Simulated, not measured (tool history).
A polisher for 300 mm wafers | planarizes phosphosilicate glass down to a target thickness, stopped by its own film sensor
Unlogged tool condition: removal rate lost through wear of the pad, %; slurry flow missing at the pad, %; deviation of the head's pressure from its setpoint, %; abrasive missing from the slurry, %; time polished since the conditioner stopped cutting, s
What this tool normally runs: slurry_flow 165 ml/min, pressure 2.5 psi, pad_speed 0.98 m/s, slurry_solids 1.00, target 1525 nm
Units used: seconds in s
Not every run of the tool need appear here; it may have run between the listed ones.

run	hour	slurry_flow	pressure	pad_speed	slurry_solids	target	wafers since the last listed run	wafers polished on this pad	hours since the slurry nozzle was cleaned	hours since the head pressure was calibrated	hours since the slurry blender was calibrated	hours since the conditioning disc was replaced	incoming thickness of the incoming film, nm	seconds
1	0.0	165	2.5	1.20	1.00	1525	0	1439	218.8	66.0	5.4	77.5	1943.7	52.7
# hour 16.8: worn pad replaced by a new one
2	32.1	210	2.0	0.82	1.00	1380	219	119	250.9	98.1	37.5	109.6	1959.9	116.1
3	52.2	165	2.5	0.98	1.00	1525	156	276	271.0	118.2	57.6	129.7	1961.2	62.3
4	67.9	165	2.5	0.98	1.00	1525	122	398	286.7	133.9	73.3	145.4	1967.4	64.7
5	91.8	165	2.5	1.14	0.75	1525	186	585	310.6	157.8	97.2	169.3	1973.0	67.5
6	127.2	165	3.3	0.76	0.80	1586	276	861	346.0	193.2	132.6	204.7	1960.2	56.2
# hour 136.1: conditioning disc replaced and pad reconditioned
7	150.8	165	2.5	0.98	1.00	1525	168	1030	369.6	216.8	156.2	14.7	1944.9	61.3
8	169.0	165	2.5	0.98	1.00	1525	142	1172	387.8	235.0	174.4	32.9	1960.8	63.2
9	190.4	165	2.0	0.98	1.00	1525	167	1339	409.2	256.4	195.8	54.3	1955.3	80.2
10	208.7	165	2.5	1.12	1.00	1428	142	1482	427.5	274.7	214.1	72.6	1963.1	71.8
11	221.5	165	2.5	0.98	1.00	1525	99	1582	440.3	287.5	226.9	85.4	1918.5	58.2
# hour 233.0: worn pad replaced by a new one
12	246.0	165	1.8	1.10	1.00	1525	160	101	464.8	312.0	251.4	109.9	1935.8	75.0
13	269.7	165	1.8	0.98	0.75	1525	185	286	488.5	335.7	275.1	133.6	1908.3	90.3
14	298.4	165	1.8	1.10	1.00	1525	224	510	517.2	364.4	303.8	162.3	1935.5	76.8
15	321.2	165	1.7	0.84	1.00	1525	178	688	540.0	387.2	326.6	185.1	1955.8	106.0
16	336.7	165	2.5	0.98	1.00	1448	121	809	555.5	402.7	342.1	200.6	1934.5	71.5
# hour 356.7: conditioning disc replaced and pad reconditioned
17	357.1	165	2.5	0.72	0.90	1394	143	953	575.9	423.1	362.5	0.4	1979.9	115.2
# hour 366.3: slurry nozzle cleaned
18	372.7	150	2.5	0.98	1.00	1525	113	1067	6.4	438.7	378.1	16.0	1940.7	62.0
19	399.6	165	2.5	0.98	1.00	1525	210	1277	33.3	465.6	405.0	42.9	1921.9	58.8
20	423.0	165	2.5	0.70	1.00	1525	182	1459	56.7	489.0	428.4	66.3	1954.6	84.1
# hour 447.2: slurry blender recalibrated
# hour 452.3: worn pad replaced by a new one
21	452.8	165	2.5	0.98	1.30	1525	185	3	86.5	518.8	5.6	96.1	1954.8	55.0
22	484.4	165	2.5	0.98	1.00	1525	246	250	118.1	550.4	37.2	127.7	1919.4	57.3
23	511.5	220	2.5	0.98	1.00	1588	211	461	145.2	577.5	64.3	154.8	1937.3	49.2
24	542.3	165	2.5	1.24	1.00	1385	240	702	176.0	608.3	95.1	185.6	1973.4	71.9

For each run, what was the tool's unlogged condition?
slurry flow missing at the pad, %: 0 on each run
deviation of the head's pressure from its setpoint, %: 0 on each run
abrasive missing from the slurry, %: 0 on each run
time polished since the conditioner stopped cutting, s: 0 on each run
H1: removal rate lost through wear of the pad, %
run	H1
1	4.36
2	0.852
3	1.66
4	2.16
5	2.73
6	3.3
7	3.55
8	3.7
9	3.83
10	3.91
11	3.96
12	0.844
13	1.81
14	2.62
15	3.08
16	3.31
17	3.56
18	3.7
19	3.89
20	4.01
21	0.23
22	1.68
23	2.51
24	3.15
